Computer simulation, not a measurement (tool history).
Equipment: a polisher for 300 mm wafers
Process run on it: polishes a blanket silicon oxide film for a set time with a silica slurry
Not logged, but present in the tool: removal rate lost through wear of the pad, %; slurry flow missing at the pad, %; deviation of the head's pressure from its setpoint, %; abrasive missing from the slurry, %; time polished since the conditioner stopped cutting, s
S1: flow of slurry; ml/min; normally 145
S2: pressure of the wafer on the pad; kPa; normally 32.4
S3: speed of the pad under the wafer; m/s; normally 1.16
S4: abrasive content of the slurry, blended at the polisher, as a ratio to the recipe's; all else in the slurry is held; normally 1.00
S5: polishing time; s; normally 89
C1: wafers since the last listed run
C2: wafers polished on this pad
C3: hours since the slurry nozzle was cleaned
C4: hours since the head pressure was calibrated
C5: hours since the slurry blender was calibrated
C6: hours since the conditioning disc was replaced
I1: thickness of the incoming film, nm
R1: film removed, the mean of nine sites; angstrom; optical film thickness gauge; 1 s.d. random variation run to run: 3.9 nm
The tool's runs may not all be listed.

{"run": 1, "day": 0.0, "S1": 145, "S2": 32.4, "S3": 1.16, "S4": 1.0, "S5": 89, "C1": 0, "C2": 1065, "C3": 148.2, "C4": 1057.9, "C5": 82.8, "C6": 135.2, "I1": 1104.4, "R1": 3466}
{"run": 2, "day": 1.612, "S1": 145, "S2": 32.4, "S3": 1.16, "S4": 1.0, "S5": 89, "C1": 253, "C2": 1319, "C3": 186.9, "C4": 1096.6, "C5": 121.5, "C6": 173.9, "I1": 1082.8, "R1": 3382}
{"day": 2.2, "done": "slurry blender recalibrated"}
{"run": 3, "day": 2.221, "S1": 145, "S2": 25.5, "S3": 1.16, "S4": 1.0, "S5": 89, "C1": 82, "C2": 1401, "C3": 201.5, "C4": 1111.2, "C5": 0.5, "C6": 188.5, "I1": 1113.3, "R1": 2789}
{"day": 2.583, "done": "worn pad replaced by a new one, of another model than before"}
{"run": 4, "day": 3.246, "S1": 145, "S2": 32.4, "S3": 1.16, "S4": 1.0, "S5": 89, "C1": 134, "C2": 104, "C3": 226.1, "C4": 1135.8, "C5": 25.1, "C6": 213.1, "I1": 1106.6, "R1": 3320}
{"run": 5, "day": 4.608, "S1": 145, "S2": 32.4, "S3": 1.16, "S4": 1.0, "S5": 89, "C1": 214, "C2": 318, "C3": 258.8, "C4": 1168.5, "C5": 57.8, "C6": 245.8, "I1": 1086.1, "R1": 3319}
{"run": 6, "day": 6.067, "S1": 145, "S2": 40.7, "S3": 1.16, "S4": 1.0, "S5": 89, "C1": 229, "C2": 547, "C3": 293.8, "C4": 1203.5, "C5": 92.8, "C6": 280.8, "I1": 1111.9, "R1": 3827}
{"run": 7, "day": 6.704, "S1": 145, "S2": 40.7, "S3": 1.16, "S4": 1.0, "S5": 89, "C1": 100, "C2": 647, "C3": 309.1, "C4": 1218.8, "C5": 108.1, "C6": 296.1, "I1": 1114.1, "R1": 3779}
{"run": 8, "day": 7.679, "S1": 145, "S2": 32.4, "S3": 1.16, "S4": 1.2, "S5": 89, "C1": 153, "C2": 801, "C3": 332.5, "C4": 1242.2, "C5": 131.5, "C6": 319.5, "I1": 1093.1, "R1": 3546}
{"day": 8.429, "done": "slurry blender recalibrated"}
{"run": 9, "day": 8.667, "S1": 145, "S2": 32.4, "S3": 1.16, "S4": 1.0, "S5": 89, "C1": 142, "C2": 943, "C3": 356.2, "C4": 1265.9, "C5": 5.7, "C6": 343.2, "I1": 1094.2, "R1": 3362}
{"day": 9.554, "done": "head pressure recalibrated"}
{"run": 10, "day": 9.808, "S1": 145, "S2": 32.4, "S3": 1.16, "S4": 1.0, "S5": 89, "C1": 166, "C2": 1109, "C3": 383.6, "C4": 6.1, "C5": 33.1, "C6": 370.6, "I1": 1106.8, "R1": 3377}
{"run": 11, "day": 10.312, "S1": 145, "S2": 37.2, "S3": 1.16, "S4": 1.0, "S5": 98, "C1": 79, "C2": 1189, "C3": 395.7, "C4": 18.2, "C5": 45.2, "C6": 382.7, "I1": 1107.6, "R1": 3965}
{"day": 10.825, "done": "conditioning disc replaced and pad reconditioned"}
{"run": 12, "day": 11.596, "S1": 105, "S2": 29.0, "S3": 1.16, "S4": 0.9, "S5": 77, "C1": 188, "C2": 1377, "C3": 426.5, "C4": 49.0, "C5": 76.0, "C6": 18.5, "I1": 1101.8, "R1": 2263}
{"day": 12.212, "done": "worn pad replaced by a new one"}
{"run": 13, "day": 12.45, "S1": 145, "S2": 32.4, "S3": 1.0, "S4": 0.8, "S5": 89, "C1": 108, "C2": 37, "C3": 447.0, "C4": 69.5, "C5": 96.5, "C6": 39.0, "I1": 1102.5, "R1": 3042}
{"run": 14, "day": 13.525, "S1": 100, "S2": 36.5, "S3": 1.56, "S4": 1.0, "S5": 89, "C1": 169, "C2": 206, "C3": 472.8, "C4": 95.3, "C5": 122.3, "C6": 64.8, "I1": 1091.6, "R1": 3179}
{"day": 14.012, "done": "slurry blender recalibrated"}
{"run": 15, "day": 14.546, "S1": 165, "S2": 26.2, "S3": 1.16, "S4": 1.0, "S5": 89, "C1": 147, "C2": 353, "C3": 497.3, "C4": 119.8, "C5": 12.8, "C6": 89.3, "I1": 1107.8, "R1": 3226}
{"day": 15.6, "done": "slurry nozzle cleaned"}
{"run": 16, "day": 15.621, "S1": 110, "S2": 32.4, "S3": 0.92, "S4": 1.0, "S5": 117, "C1": 162, "C2": 516, "C3": 0.5, "C4": 145.6, "C5": 38.6, "C6": 115.1, "I1": 1101.8, "R1": 3613}
{"run": 17, "day": 18.512, "S1": 145, "S2": 32.4, "S3": 1.16, "S4": 1.2, "S5": 89, "C1": 454, "C2": 970, "C3": 69.9, "C4": 215.0, "C5": 108.0, "C6": 184.5, "I1": 1112.6, "R1": 3690}
{"run": 18, "day": 19.029, "S1": 110, "S2": 32.4, "S3": 1.16, "S4": 0.8, "S5": 89, "C1": 81, "C2": 1052, "C3": 82.3, "C4": 227.4, "C5": 120.4, "C6": 196.9, "I1": 1098.5, "R1": 2657}
{"day": 19.754, "done": "slurry blender recalibrated"}
{"run": 19, "day": 20.283, "S1": 145, "S2": 32.4, "S3": 1.16, "S4": 1.0, "S5": 89, "C1": 184, "C2": 1236, "C3": 112.4, "C4": 257.5, "C5": 12.7, "C6": 227.0, "I1": 1103.5, "R1": 3341}
{"day": 20.912, "done": "worn pad replaced by a new one"}
{"run": 20, "day": 21.65, "S1": 145, "S2": 42.7, "S3": 1.16, "S4": 1.0, "S5": 89, "C1": 188, "C2": 115, "C3": 145.2, "C4": 290.3, "C5": 45.5, "C6": 259.8, "I1": 1117.0, "R1": 4023}
{"run": 21, "day": 22.208, "S1": 145, "S2": 32.4, "S3": 1.16, "S4": 1.0, "S5": 89, "C1": 87, "C2": 203, "C3": 158.6, "C4": 303.7, "C5": 58.9, "C6": 273.2, "I1": 1120.5, "R1": 3374}
{"run": 22, "day": 23.392, "S1": 120, "S2": 26.9, "S3": 1.16, "S4": 0.9, "S5": 61, "C1": 186, "C2": 389, "C3": 187.0, "C4": 332.1, "C5": 87.3, "C6": 301.6, "I1": 1106.9, "R1": 1803}
{"run": 23, "day": 23.912, "S1": 105, "S2": 26.2, "S3": 0.9, "S4": 1.0, "S5": 98, "C1": 81, "C2": 471, "C3": 199.5, "C4": 344.6, "C5": 99.8, "C6": 314.1, "I1": 1120.9, "R1": 2456}
{"day": 24.792, "done": "slurry blender recalibrated"}
{"run": 24, "day": 24.812, "S1": 145, "S2": 32.4, "S3": 1.16, "S4": 0.75, "S5": 89, "C1": 128, "C2": 599, "C3": 221.1, "C4": 366.2, "C5": 0.5, "C6": 335.7, "I1": 1106.4, "R1": 3093}

How would selected steps in R1 from run to run divide? Give the signed amount a tool lacking its hidden state would still show from settings, what came in and random variation, and the signed amount left for the hidden state, including any gauge scatter that is not in both of the compared results.
Run 11 -> 12: S1 145 -> 105, S2 37.2 -> 29.0, S4 1.00 -> 0.90, S5 98 -> 77, conditioning disc replaced and pad reconditioned. R1 -1702 angstrom: hidden state +262, all else -1964.
Run 21 -> 22: S1 145 -> 120, S2 32.4 -> 26.9, S4 1.00 -> 0.90, S5 89 -> 61. R1 -1571 angstrom: hidden state +97, all else -1668.

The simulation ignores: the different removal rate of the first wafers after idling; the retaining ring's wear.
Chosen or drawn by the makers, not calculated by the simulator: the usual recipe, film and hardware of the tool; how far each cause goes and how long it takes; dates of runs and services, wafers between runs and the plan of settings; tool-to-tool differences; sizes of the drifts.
